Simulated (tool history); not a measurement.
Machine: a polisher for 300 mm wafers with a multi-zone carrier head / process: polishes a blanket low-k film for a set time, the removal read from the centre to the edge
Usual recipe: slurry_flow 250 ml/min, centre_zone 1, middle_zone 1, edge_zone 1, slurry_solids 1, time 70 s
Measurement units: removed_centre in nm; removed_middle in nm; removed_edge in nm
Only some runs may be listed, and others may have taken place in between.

run    hour  slurry_flow  centre_zone  middle_zone  edge_zone  slurry_solids  time  wafers since the last listed run  wafers polished on this pad  hours since the slurry nozzle was cleaned  hours since the centre zone pressure was calibrated  hours since the edge zone pressure was calibrated  hours since the carrier head's membrane was replaced  incoming thickness of the incoming film, nm  removed_centre  removed_middle  removed_edge
  1       0          250            1            1          1              1    70                                 0                         1352                                        162                                               1061.4                                                293                                                1293.7                                        486.8            33.6            31.9          32.3
  2    44.6          250            1            1          1              1    70                               222                         1575                                      206.6                                                 1106                                              337.6                                                1338.3                                        487.9            33.1            31.8          31.8
  3    70.6          250         1.03            1       0.91              1    70                               129                         1704                                      232.6                                                 1132                                              363.6                                                1364.3                                        487.2              34            31.8            31
  4   131.1          250         1.03            1       0.91              1    70                               301                         2006                                      293.1                                               1192.5                                              424.1                                                1424.8                                        489.7            33.6            31.2          30.4
      145.1  -- worn pad replaced by a new one
  5   181.5          250            1            1          1            1.1    70                               231                          181                                      343.5                                               1242.9                                              474.5                                                1475.2                                        485.7            33.2            31.8          32.6
  6     252          250            1            1       1.09              1    94                               351                          532                                        414                                               1313.4                                                545                                                1545.7                                        494.1            42.7            41.8          45.2
      272.2  -- centre zone pressure recalibrated
      310.7  -- carrier head's membrane replaced by a new one
      471.1  -- worn pad replaced by a new one
  7   471.6          250            1            1          1              1    70                              1039                            2                                      633.6                                                199.4                                              764.6                                                 160.9                                        489.6            30.6            30.6          31.8
      489.2  -- slurry nozzle cleaned
  8   504.4          250            1            1        1.1           1.25    70                               158                          160                                       15.2                                                232.2                                              797.4                                                 193.7                                        482.6            35.4              35          37.2
  9   550.5          250            1            1       0.96           1.15    60                               229                          390                                       61.3                                                278.3                                              843.5                                                 239.8                                        492.4            29.9            29.4          28.5
 10   597.8          250         1.05            1          1              1    70                               235                          626                                      108.6                                                325.6                                              890.8                                                 287.1                                        484.5            34.6            32.5          32.7
      694.4  -- edge zone pressure recalibrated
 11   703.7          250         0.91         0.89          1           1.25    70                               517                         1144                                      214.5                                                431.5                                                9.3                                                   393                                        491.4            30.9            30.6          34.7
 12   768.8          250            1            1          1              1    70                               324                         1468                                      279.6                                                496.6                                               74.4                                                 458.1                                        488.5              32            31.9          32.5
 13     828          330            1            1          1              1    70                               295                         1763                                      338.8                                                555.8                                              133.6                                                 517.3                                          489            33.3            33.1          33.1
      890.1  -- worn pad replaced by a new one
 14   896.4          250            1            1          1              1    70                               320                           31                                      407.2                                                624.2                                                202                                                 585.7                                        489.5            31.7            31.5          32.2
 15   958.6          250            1            1          1              1    70                               310                          341                                      469.4                                                686.4                                              264.2                                                 647.9                                        488.5            31.4              31          31.8
 16  1003.1          250            1            1          1              1    70                               221                          563                                      513.9                                                730.9                                              308.7                                                 692.4                                        483.4            31.6            31.1          31.4
 17  1038.4          250            1            1       1.11            1.3    93                               175                          739                                      549.2                                                766.2                                                344                                                 727.7                                        486.6            45.1            43.7            47
 18  1098.9          195            1         0.95          1              1    81                               301                         1040                                      609.7                                                826.7                                              404.5                                                 788.2                                        491.1              34            32.1          35.2
 19  1135.5          250         0.93            1       0.96            1.1    87                               182                         1223                                      646.3                                                863.3                                              441.1                                                 824.8                                          495            37.2            39.5          39.3
 20  1165.6          250         1.11         0.95          1              1    70                               150                         1373                                      676.4                                                893.4                                              471.2                                                 854.9                                        491.3            35.1            29.2          31.4
 21  1198.6          170         1.11         1.05          1              1    61                               164                         1537                                      709.4                                                926.4                                              504.2                                                 887.9                                          494            27.4            25.3          25.4
     1223.9  -- worn pad replaced by a new one
 22  1224.9          250            1         0.93          1              1    70                               111                            5                                      735.7                                                952.7                                              530.5                                                 914.2                                        486.1            31.7            28.9          32.2
 23  1264.1          250            1            1          1              1    70                               195                          200                                      774.9                                                991.9                                              569.7                                                 953.4                                        491.7            31.6            31.1          31.2

3 ways to go on from here, each from the tool as it stands after run 23. What would each give?
  A  1264.5          280            1            1          1              1    70                                 1                          202                                      775.3                                                992.3                                              570.1                                                 953.8                                        488.2               ?               ?             ?
  B  1264.5          180            1         0.88          1              1    70                                 1                          202                                      775.3                                                992.3                                              570.1                                                 953.8                                        488.2               ?               ?             ?
  C  1264.5          250          0.9            1          1              1    70                                 1                          202                                      775.3                                                992.3                                              570.1                                                 953.8                                        488.2               ?               ?             ?

run  removed_centre  removed_middle  removed_edge
  A            32.2            31.1            32
  B            28.7            25.3          29.8
  C            28.2            30.5          31.5
Stripped of hidden state, with their random variation kept, the same runs would have yielded:
run  removed_centre  removed_middle  removed_edge
  A            33.8            33.5          33.7
  B            31.6            28.3          32.3
  C              30            33.1          33.4

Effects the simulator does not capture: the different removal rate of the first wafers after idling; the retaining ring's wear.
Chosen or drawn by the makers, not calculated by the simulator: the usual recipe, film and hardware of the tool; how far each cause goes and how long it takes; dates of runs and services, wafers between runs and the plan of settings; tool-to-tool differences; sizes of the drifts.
